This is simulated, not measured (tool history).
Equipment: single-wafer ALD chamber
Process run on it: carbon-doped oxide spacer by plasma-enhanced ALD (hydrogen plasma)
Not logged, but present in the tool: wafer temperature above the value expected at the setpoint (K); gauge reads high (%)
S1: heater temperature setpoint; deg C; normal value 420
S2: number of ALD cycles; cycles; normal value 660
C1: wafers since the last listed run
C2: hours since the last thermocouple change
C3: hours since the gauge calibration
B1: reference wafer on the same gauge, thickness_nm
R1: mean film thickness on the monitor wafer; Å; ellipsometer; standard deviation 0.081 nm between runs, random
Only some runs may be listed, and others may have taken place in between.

{"run": 1, "hour": 0.0, "S1": 420, "S2": 694, "C1": 0, "C2": 2417.2, "C3": 33.9, "B1": 26.493, "R1": 340.96}
{"run": 2, "hour": 20.2, "S1": 420, "S2": 694, "C1": 11, "C2": 2437.4, "C3": 54.1, "B1": 26.492, "R1": 341.09}
{"run": 3, "hour": 42.3, "S1": 420, "S2": 694, "C1": 12, "C2": 2459.5, "C3": 76.2, "B1": 26.474, "R1": 340.37}
{"run": 4, "hour": 71.8, "S1": 420, "S2": 660, "C1": 16, "C2": 2489.0, "C3": 105.7, "B1": 26.449, "R1": 323.88}
{"run": 5, "hour": 104.5, "S1": 420, "S2": 660, "C1": 18, "C2": 2521.7, "C3": 138.4, "B1": 26.439, "R1": 324.0}
{"run": 6, "hour": 129.6, "S1": 420, "S2": 660, "C1": 14, "C2": 2546.8, "C3": 163.5, "B1": 26.426, "R1": 323.37}
{"run": 7, "hour": 164.9, "S1": 420, "S2": 707, "C1": 20, "C2": 2582.1, "C3": 198.8, "B1": 26.399, "R1": 347.31}
{"run": 8, "hour": 190.3, "S1": 420, "S2": 707, "C1": 14, "C2": 2607.5, "C3": 224.2, "B1": 26.378, "R1": 346.37}
{"run": 9, "hour": 216.7, "S1": 420, "S2": 707, "C1": 15, "C2": 2633.9, "C3": 250.6, "B1": 26.364, "R1": 345.81}
{"run": 10, "hour": 247.8, "S1": 420, "S2": 622, "C1": 17, "C2": 2665.0, "C3": 281.7, "B1": 26.348, "R1": 304.44}
{"run": 11, "hour": 268.9, "S1": 420, "S2": 660, "C1": 12, "C2": 2686.1, "C3": 302.8, "B1": 26.347, "R1": 323.37}
{"run": 12, "hour": 301.9, "S1": 420, "S2": 660, "C1": 18, "C2": 2719.1, "C3": 335.8, "B1": 26.304, "R1": 322.06}
{"run": 13, "hour": 336.6, "S1": 420, "S2": 660, "C1": 19, "C2": 2753.8, "C3": 370.5, "B1": 26.281, "R1": 323.47}
{"run": 14, "hour": 360.5, "S1": 410, "S2": 660, "C1": 13, "C2": 2777.7, "C3": 394.4, "B1": 26.275, "R1": 329.81}
{"run": 15, "hour": 374.0, "S1": 420, "S2": 700, "C1": 7, "C2": 2791.2, "C3": 407.9, "B1": 26.257, "R1": 341.55}
{"run": 16, "hour": 403.9, "S1": 429, "S2": 749, "C1": 17, "C2": 2821.1, "C3": 437.8, "B1": 26.241, "R1": 354.74}
{"run": 17, "hour": 418.5, "S1": 428, "S2": 604, "C1": 8, "C2": 2835.7, "C3": 452.4, "B1": 26.235, "R1": 287.07}
{"run": 18, "hour": 447.1, "S1": 428, "S2": 604, "C1": 16, "C2": 2864.3, "C3": 481.0, "B1": 26.224, "R1": 287.31}
{"run": 19, "hour": 476.7, "S1": 420, "S2": 616, "C1": 16, "C2": 2893.9, "C3": 510.6, "B1": 26.209, "R1": 299.9}
{"hour": 491.7, "done": "gauge calibrated"}
{"run": 20, "hour": 505.3, "S1": 420, "S2": 660, "C1": 16, "C2": 2922.5, "C3": 13.6, "B1": 26.477, "R1": 324.1}
{"run": 21, "hour": 536.5, "S1": 406, "S2": 767, "C1": 17, "C2": 2953.7, "C3": 44.8, "B1": 26.436, "R1": 390.28}
{"run": 22, "hour": 550.1, "S1": 413, "S2": 557, "C1": 7, "C2": 2967.3, "C3": 58.4, "B1": 26.437, "R1": 278.33}

What will run 23 give?
{"hour": 565.4, "done": "thermocouple changed; heater temperature recalibrated"}
{"run": 23, "hour": 572.4, "S1": 405, "S2": 587, "C1": 8, "C2": 7.0, "C3": 80.7, "B1": "?", "R1": "?"}

B1: 26.421
R1: 300.46 Å
The same run, on a tool lacking any hidden state, would have yielded R1 301.22 Å.
